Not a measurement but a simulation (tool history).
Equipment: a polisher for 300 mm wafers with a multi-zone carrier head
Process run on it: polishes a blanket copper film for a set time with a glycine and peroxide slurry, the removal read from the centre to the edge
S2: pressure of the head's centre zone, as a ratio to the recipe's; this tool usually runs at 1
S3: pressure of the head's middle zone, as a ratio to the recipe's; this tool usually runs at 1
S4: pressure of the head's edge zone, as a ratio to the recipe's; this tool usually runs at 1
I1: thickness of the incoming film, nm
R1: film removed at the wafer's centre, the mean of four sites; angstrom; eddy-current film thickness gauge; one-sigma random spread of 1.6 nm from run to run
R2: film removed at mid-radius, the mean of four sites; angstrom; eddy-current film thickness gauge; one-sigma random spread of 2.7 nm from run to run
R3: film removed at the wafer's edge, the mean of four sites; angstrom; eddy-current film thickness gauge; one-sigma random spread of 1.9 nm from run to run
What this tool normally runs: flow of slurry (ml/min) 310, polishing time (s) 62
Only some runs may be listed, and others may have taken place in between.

Run 1, hour 0: usual settings but S4 1.04; I1 1118.9. Result: R1 2215 angstrom, R2 2363 angstrom, R3 2451 angstrom.
At hour 12.8: centre zone pressure recalibrated.
At hour 19: carrier head's membrane replaced by a new one.
At hour 22.7: worn pad replaced by a new one.
Run 2, hour 23.2: usual settings but S4 1.04; I1 1118. Result: R1 2450 angstrom, R2 2384 angstrom, R3 2440 angstrom.
Run 3, hour 32: usual settings; I1 1117.2. Result: R1 2415 angstrom, R2 2360 angstrom, R3 2432 angstrom.
Run 4, hour 38.2: usual settings; I1 1125.2. Result: R1 2433 angstrom, R2 2327 angstrom, R3 2397 angstrom.
Run 5, hour 50.5: usual settings; I1 1118.5. Result: R1 2444 angstrom, R2 2401 angstrom, R3 2388 angstrom.
Run 6, hour 65.7: usual settings but flow of slurry (ml/min) 235, S2 0.88; I1 1122.4. Result: R1 2072 angstrom, R2 2275 angstrom, R3 2355 angstrom.
Run 7, hour 77.3: usual settings but S2 0.91, S3 1.03; I1 1131.1. Result: R1 2226 angstrom, R2 2443 angstrom, R3 2383 angstrom.
Run 8, hour 85.9: usual settings but flow of slurry (ml/min) 210, S2 0.95, S3 0.89; I1 1140.9. Result: R1 2188 angstrom, R2 2019 angstrom, R3 2316 angstrom.
Run 9, hour 95: usual settings but flow of slurry (ml/min) 235, S3 1.06, S4 1.04, polishing time (s) 80; I1 1137.4. Result: R1 3001 angstrom, R2 3040 angstrom, R3 3079 angstrom.
Run 10, hour 103.6: usual settings; I1 1144.6. Result: R1 2436 angstrom, R2 2327 angstrom, R3 2423 angstrom.
Run 11, hour 116.4: usual settings but S2 1.07; I1 1148.1. Result: R1 2604 angstrom, R2 2304 angstrom, R3 2403 angstrom.

Run 12 comes next. What will it give?
Run 12, hour 131.3: usual settings but S2 0.95, polishing time (s) 44; I1 1123.5. Result: R1 ?, R2 ?, R3 ?.

{"run 12": {"R1": 1619, "R2": 1656, "R3": 1719}}
Had the tool carried no hidden state, the very same run would have given R1 1634 angstrom, R2 1656 angstrom, R3 1719 angstrom.

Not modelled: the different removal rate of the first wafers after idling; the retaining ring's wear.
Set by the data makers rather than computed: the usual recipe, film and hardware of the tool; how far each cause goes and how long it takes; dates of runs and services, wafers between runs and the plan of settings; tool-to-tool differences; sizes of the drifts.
